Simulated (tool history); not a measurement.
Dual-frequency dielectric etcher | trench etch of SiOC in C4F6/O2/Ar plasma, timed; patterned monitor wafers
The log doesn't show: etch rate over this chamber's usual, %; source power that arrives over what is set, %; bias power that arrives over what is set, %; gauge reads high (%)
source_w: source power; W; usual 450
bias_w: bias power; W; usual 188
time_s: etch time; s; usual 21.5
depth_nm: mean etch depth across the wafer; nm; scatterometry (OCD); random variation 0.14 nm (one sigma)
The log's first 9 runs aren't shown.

run,hour,source_w,bias_w,time_s,wafers since the last listed run,hours since the last wet clean,hours since the last source power generator calibration,hours since the last bias power generator calibration,hours since the last upper electrode change,hours since the gauge calibration,"read-back reference wafer on the same gauge, depth_nm",depth_nm
# hour 367.3: bias power generator calibrated
# hour 377.5: upper electrode replaced
10,416.6,410,188,25.5,1023,107.5,2949.4,49.3,39.1,1530.9,43.62,53.45
# hour 454.4: source power generator calibrated
11,454.9,410,188,25.5,634,145.8,0.5,87.6,77.4,1569.2,43.62,53.42
12,497.1,450,188,21.5,780,188,42.7,129.8,119.6,1611.4,43.63,46.19
13,609,450,188,21.5,2068,299.9,154.6,241.7,231.5,1723.3,43.61,46.3
# hour 627: gauge calibrated
14,634.1,450,188,21.5,464,325,179.7,266.8,256.6,7.1,43.59,46
15,698.5,450,153,21.5,1190,389.4,244.1,331.2,321,71.5,43.6,42.91
16,765.7,450,188,21.5,1242,456.6,311.3,398.4,388.2,138.7,43.62,46.26
17,790.6,450,188,21.5,460,481.5,336.2,423.3,413.1,163.6,43.6,46.04
# hour 866: wet clean of the chamber
18,866.5,450,188,21.5,959,0.5,412.1,499.2,489,239.5,43.61,46.06
19,914.8,360,231,25,892,48.8,460.4,547.5,537.3,287.8,43.6,54.95
20,966.6,370,188,18.5,957,100.6,512.2,599.3,589.1,339.6,43.59,37.86
21,1025.2,550,188,21.5,1083,159.2,570.8,657.9,647.7,398.2,43.61,48.47
22,1052.1,480,221,21.5,497,186.1,597.7,684.8,674.6,425.1,43.6,49.68
23,1080.2,450,188,15.5,519,214.2,625.8,712.9,702.7,453.2,43.59,33.26
24,1143,540,160,25.5,1161,277,688.6,775.7,765.5,516,43.59,54.31
25,1303.5,520,188,26.5,2967,437.5,849.1,936.2,926,676.5,43.58,58.8
# hour 1381.5: wet clean of the chamber
26,1382,360,227,17.5,1007,0.5,927.6,1014.7,1004.5,755,43.61,37.97
27,1394.9,520,188,26.5,238,13.4,940.5,1027.6,1017.4,767.9,43.6,58.93
28,1463.5,450,228,26.5,1268,82,1009.1,1096.2,1086,836.5,43.61,61.08
29,1503.4,450,188,21.5,737,121.9,1049,1136.1,1125.9,876.4,43.59,46.14
30,1540.7,450,188,21.5,689,159.2,1086.3,1173.4,1163.2,913.7,43.61,46.42

Forecast each of these 4 alternatives for the next run:
A,1541.1,450,188,21.5,7,159.6,1086.7,1173.8,1163.6,914.1,?,?
B,1541.1,510,169,21.5,7,159.6,1086.7,1173.8,1163.6,914.1,?,?
C,1541.1,560,228,19.5,7,159.6,1086.7,1173.8,1163.6,914.1,?,?
D,1541.1,450,224,16,7,159.6,1086.7,1173.8,1163.6,914.1,?,?

run,"read-back reference wafer on the same gauge, depth_nm",depth_nm
A,43.6,45.84
B,43.6,45.59
C,43.6,47.3
D,43.6,36.39
Without the tool's hidden state the same runs would have given:
run,depth_nm
A,45.84
B,45.59
C,47.3
D,36.39
